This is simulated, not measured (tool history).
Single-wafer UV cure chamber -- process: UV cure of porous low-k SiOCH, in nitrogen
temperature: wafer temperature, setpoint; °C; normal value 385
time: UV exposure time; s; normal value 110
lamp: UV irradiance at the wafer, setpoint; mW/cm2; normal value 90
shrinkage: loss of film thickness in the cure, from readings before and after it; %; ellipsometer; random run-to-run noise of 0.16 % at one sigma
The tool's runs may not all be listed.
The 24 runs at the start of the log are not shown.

run 25 hour=2010.4 | temperature=400 time=65 lamp=122 | shrinkage=8.557
run 26 hour=2072 | temperature=374 time=165 lamp=123 | shrinkage=13.052
run 27 hour=2138 | temperature=385 time=110 lamp=71 | shrinkage=8.176
run 28 hour=2244 | temperature=385 time=110 lamp=90 | shrinkage=9.107
-- hour=2266.8 UV bulbs replaced
-- hour=2289.4 quartz window cleaned
run 29 hour=2325.6 | temperature=379 time=110 lamp=53 | shrinkage=7.185
run 30 hour=2410 | temperature=385 time=110 lamp=90 | shrinkage=9.55
run 31 hour=2501 | temperature=385 time=110 lamp=90 | shrinkage=9.835
run 32 hour=2581.2 | temperature=385 time=75 lamp=112 | shrinkage=8.844
run 33 hour=2667.6 | temperature=375 time=175 lamp=129 | shrinkage=13.359
run 34 hour=2737.1 | temperature=376 time=60 lamp=58 | shrinkage=4.608
-- hour=2892.8 quartz window cleaned
run 35 hour=3000.3 | temperature=385 time=110 lamp=90 | shrinkage=9.806
run 36 hour=3070.3 | temperature=385 time=110 lamp=90 | shrinkage=9.401

Forecast each of these 4 alternatives for the next run:
run A hour=3070.7 | temperature=385 time=110 lamp=90 | shrinkage=?
run B hour=3070.7 | temperature=392 time=110 lamp=90 | shrinkage=?
run C hour=3070.7 | temperature=404 time=80 lamp=114 | shrinkage=?
run D hour=3070.7 | temperature=385 time=85 lamp=114 | shrinkage=?

run=A shrinkage=9.948
run=B shrinkage=10.092
run=C shrinkage=9.908
run=D shrinkage=9.838
Stripped of hidden state, with their random variation kept, the same runs would have yielded:
run=A shrinkage=10.13
run=B shrinkage=10.275
run=C shrinkage=10.09
run=D shrinkage=10.019
